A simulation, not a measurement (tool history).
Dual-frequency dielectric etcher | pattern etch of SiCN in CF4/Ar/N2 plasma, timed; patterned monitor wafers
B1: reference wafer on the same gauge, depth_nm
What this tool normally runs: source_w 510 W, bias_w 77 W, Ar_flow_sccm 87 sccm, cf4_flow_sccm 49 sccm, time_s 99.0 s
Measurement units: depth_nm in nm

Run 1, hour 0.0: usual settings; B1 77.5. Result: depth_nm 87.0 nm.
Run 2, hour 38.7: usual settings; B1 77.5. Result: depth_nm 86.8 nm.
At hour 88.5: wet clean of the chamber.
Run 3, hour 89.0: usual settings but time_s 119.0 s; B1 77.5. Result: depth_nm 106.3 nm.
Run 4, hour 131.4: usual settings but time_s 119.0 s; B1 77.5. Result: depth_nm 105.5 nm.
Run 5, hour 188.4: usual settings but time_s 119.0 s; B1 77.5. Result: depth_nm 105.5 nm.
Run 6, hour 218.8: usual settings; B1 77.5. Result: depth_nm 87.6 nm.
Run 7, hour 266.3: usual settings; B1 77.5. Result: depth_nm 87.0 nm.
Run 8, hour 304.1: usual settings; B1 77.5. Result: depth_nm 87.0 nm.
Run 9, hour 345.5: usual settings but source_w 410 W, time_s 81.5 s; B1 77.5. Result: depth_nm 58.6 nm.
At hour 494.1: wet clean of the chamber.
Run 10, hour 504.0: usual settings but bias_w 69 W, Ar_flow_sccm 70 sccm, time_s 88.5 s; B1 77.5. Result: depth_nm 76.4 nm.
Run 11, hour 538.1: usual settings but source_w 600 W, bias_w 64 W, Ar_flow_sccm 70 sccm, time_s 74.5 s; B1 77.5. Result: depth_nm 71.1 nm.
At hour 581.7: source power generator calibrated.
Run 12, hour 590.6: usual settings but source_w 560 W, Ar_flow_sccm 104 sccm; B1 77.5. Result: depth_nm 96.5 nm.
At hour 625.5: upper electrode replaced.
At hour 626.7: bias power generator calibrated.
Run 13, hour 627.2: usual settings but source_w 400 W, Ar_flow_sccm 77 sccm; B1 77.5. Result: depth_nm 73.5 nm.
At hour 667.7: Ar flow controller replaced.
Run 14, hour 674.3: usual settings; B1 77.5. Result: depth_nm 90.1 nm.
At hour 706.2: CF4 flow controller replaced.
Run 15, hour 721.2: usual settings; B1 77.5. Result: depth_nm 89.3 nm.
At hour 735.0: gauge calibrated.
Run 16, hour 849.3: usual settings but bias_w 68 W, Ar_flow_sccm 104 sccm; B1 77.5. Result: depth_nm 80.4 nm.
Run 17, hour 877.4: usual settings but source_w 400 W, bias_w 86 W, Ar_flow_sccm 81 sccm, cf4_flow_sccm 40 sccm; B1 77.5. Result: depth_nm 71.9 nm.
Run 18, hour 904.8: usual settings but time_s 119.0 s; B1 77.5. Result: depth_nm 105.9 nm.

For run 19, what comes out?
Run 19, hour 943.5: usual settings but source_w 470 W; B1 ?. Result: depth_nm ?.

B1: 77.5
depth_nm: 81.3 nm
Without the tool's hidden state the same run would have given depth_nm 85.0 nm.
